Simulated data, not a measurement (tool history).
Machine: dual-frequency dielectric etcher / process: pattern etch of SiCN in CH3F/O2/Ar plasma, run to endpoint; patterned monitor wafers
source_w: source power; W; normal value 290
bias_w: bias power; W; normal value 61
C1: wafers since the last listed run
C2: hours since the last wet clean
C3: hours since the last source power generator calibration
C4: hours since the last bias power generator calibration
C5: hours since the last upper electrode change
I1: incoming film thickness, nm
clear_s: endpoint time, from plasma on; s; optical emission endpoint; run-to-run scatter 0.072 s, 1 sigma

run 1 hour=0 | source_w=290 bias_w=61 | C1=0 C2=209.3 C3=1249.6 C4=2167.5 C5=4288.3 | I1=8.04 | clear_s=23.3
run 2 hour=17.8 | source_w=240 bias_w=55 | C1=302 C2=227.1 C3=1267.4 C4=2185.3 C5=4306.1 | I1=8.1 | clear_s=26.2
run 3 hour=27.9 | source_w=240 bias_w=55 | C1=171 C2=237.2 C3=1277.5 C4=2195.4 C5=4316.2 | I1=8.08 | clear_s=26.1
run 4 hour=38 | source_w=260 bias_w=61 | C1=171 C2=247.3 C3=1287.6 C4=2205.5 C5=4326.3 | I1=8.04 | clear_s=24.1
run 5 hour=51.4 | source_w=290 bias_w=61 | C1=228 C2=260.7 C3=1301 C4=2218.9 C5=4339.7 | I1=8.13 | clear_s=23.5
run 6 hour=66.6 | source_w=290 bias_w=61 | C1=258 C2=275.9 C3=1316.2 C4=2234.1 C5=4354.9 | I1=8.09 | clear_s=23.2
run 7 hour=74.5 | source_w=290 bias_w=61 | C1=134 C2=283.8 C3=1324.1 C4=2242 C5=4362.8 | I1=8.11 | clear_s=23.4
run 8 hour=87.9 | source_w=290 bias_w=61 | C1=228 C2=297.2 C3=1337.5 C4=2255.4 C5=4376.2 | I1=8.13 | clear_s=23.3
run 9 hour=101.2 | source_w=290 bias_w=61 | C1=226 C2=310.5 C3=1350.8 C4=2268.7 C5=4389.5 | I1=8.13 | clear_s=23.4
run 10 hour=108.1 | source_w=290 bias_w=61 | C1=117 C2=317.4 C3=1357.7 C4=2275.6 C5=4396.4 | I1=8.11 | clear_s=23.3
run 11 hour=125.3 | source_w=290 bias_w=61 | C1=292 C2=334.6 C3=1374.9 C4=2292.8 C5=4413.6 | I1=8.12 | clear_s=23.5
run 12 hour=140.1 | source_w=290 bias_w=56 | C1=251 C2=349.4 C3=1389.7 C4=2307.6 C5=4428.4 | I1=8.12 | clear_s=24.1
run 13 hour=154 | source_w=310 bias_w=66 | C1=236 C2=363.3 C3=1403.6 C4=2321.5 C5=4442.3 | I1=8.1 | clear_s=21.8
run 14 hour=160.5 | source_w=310 bias_w=66 | C1=110 C2=369.8 C3=1410.1 C4=2328 C5=4448.8 | I1=8.03 | clear_s=21.7
run 15 hour=182 | source_w=290 bias_w=72 | C1=365 C2=391.3 C3=1431.6 C4=2349.5 C5=4470.3 | I1=8.07 | clear_s=21.3
-- hour=192.9 bias power generator calibrated
-- hour=208.3 upper electrode replaced
run 16 hour=208.8 | source_w=290 bias_w=72 | C1=125 C2=418.1 C3=1458.4 C4=15.9 C5=0.5 | I1=8.05 | clear_s=21.2
run 17 hour=214.7 | source_w=290 bias_w=61 | C1=100 C2=424 C3=1464.3 C4=21.8 C5=6.4 | I1=8.16 | clear_s=23.3
-- hour=246 wet clean of the chamber
run 18 hour=246.5 | source_w=290 bias_w=61 | C1=132 C2=0.5 C3=1496.1 C4=53.6 C5=38.2 | I1=8.14 | clear_s=24
run 19 hour=246.8 | source_w=290 bias_w=61 | C1=5 C2=0.8 C3=1496.4 C4=53.9 C5=38.5 | I1=8.15 | clear_s=24
run 20 hour=252.1 | source_w=290 bias_w=61 | C1=90 C2=6.1 C3=1501.7 C4=59.2 C5=43.8 | I1=8.08 | clear_s=23.8
run 21 hour=266.5 | source_w=270 bias_w=56 | C1=245 C2=20.5 C3=1516.1 C4=73.6 C5=58.2 | I1=8.07 | clear_s=25.3
run 22 hour=280.4 | source_w=270 bias_w=70 | C1=236 C2=34.4 C3=1530 C4=87.5 C5=72.1 | I1=8.02 | clear_s=22.6
run 23 hour=292.7 | source_w=260 bias_w=75 | C1=209 C2=46.7 C3=1542.3 C4=99.8 C5=84.4 | I1=8.05 | clear_s=22.1
-- hour=308.4 source power generator calibrated
run 24 hour=309.8 | source_w=350 bias_w=70 | C1=222 C2=63.8 C3=1.4 C4=116.9 C5=101.5 | I1=8.12 | clear_s=21.1
run 25 hour=323.1 | source_w=330 bias_w=74 | C1=226 C2=77.1 C3=14.7 C4=130.2 C5=114.8 | I1=8.13 | clear_s=20.7
run 26 hour=332.1 | source_w=270 bias_w=52 | C1=153 C2=86.1 C3=23.7 C4=139.2 C5=123.8 | I1=8.2 | clear_s=26.3
run 27 hour=345.6 | source_w=330 bias_w=70 | C1=229 C2=99.6 C3=37.2 C4=152.7 C5=137.3 | I1=8.08 | clear_s=21.2
run 28 hour=377 | source_w=290 bias_w=61 | C1=534 C2=131 C3=68.6 C4=184.1 C5=168.7 | I1=8.12 | clear_s=23.7
run 29 hour=384.9 | source_w=340 bias_w=67 | C1=134 C2=138.9 C3=76.5 C4=192 C5=176.6 | I1=8.14 | clear_s=21.6
run 30 hour=401.9 | source_w=270 bias_w=61 | C1=289 C2=155.9 C3=93.5 C4=209 C5=193.6 | I1=8.11 | clear_s=24
run 31 hour=419.4 | source_w=290 bias_w=61 | C1=297 C2=173.4 C3=111 C4=226.5 C5=211.1 | I1=8.05 | clear_s=23.3
run 32 hour=431.3 | source_w=290 bias_w=61 | C1=202 C2=185.3 C3=122.9 C4=238.4 C5=223 | I1=8.08 | clear_s=23.3
run 33 hour=444.2 | source_w=290 bias_w=61 | C1=219 C2=198.2 C3=135.8 C4=251.3 C5=235.9 | I1=8.09 | clear_s=23.4
run 34 hour=455.5 | source_w=290 bias_w=61 | C1=192 C2=209.5 C3=147.1 C4=262.6 C5=247.2 | I1=8.15 | clear_s=23.6
run 35 hour=463 | source_w=270 bias_w=53 | C1=127 C2=217 C3=154.6 C4=270.1 C5=254.7 | I1=8.09 | clear_s=25.4

Alternative continuations, all from the tool just after run 35; predict every row:
run A hour=463.4 | source_w=240 bias_w=61 | C1=6 C2=217.4 C3=155 C4=270.5 C5=255.1 | I1=8.13 | clear_s=?
run B hour=463.4 | source_w=250 bias_w=66 | C1=6 C2=217.4 C3=155 C4=270.5 C5=255.1 | I1=8.13 | clear_s=?
run C hour=463.4 | source_w=290 bias_w=70 | C1=6 C2=217.4 C3=155 C4=270.5 C5=255.1 | I1=8.13 | clear_s=?
run D hour=463.4 | source_w=290 bias_w=47 | C1=6 C2=217.4 C3=155 C4=270.5 C5=255.1 | I1=8.13 | clear_s=?
run E hour=463.4 | source_w=220 bias_w=57 | C1=6 C2=217.4 C3=155 C4=270.5 C5=255.1 | I1=8.13 | clear_s=?

run=A clear_s=25
run=B clear_s=23.7
run=C clear_s=22.1
run=D clear_s=26.8
run=E clear_s=26.5
Had the tool no hidden state, the same runs would have come out as:
run=A clear_s=25.6
run=B clear_s=24.3
run=C clear_s=22.6
run=D clear_s=27.5
run=E clear_s=27.2
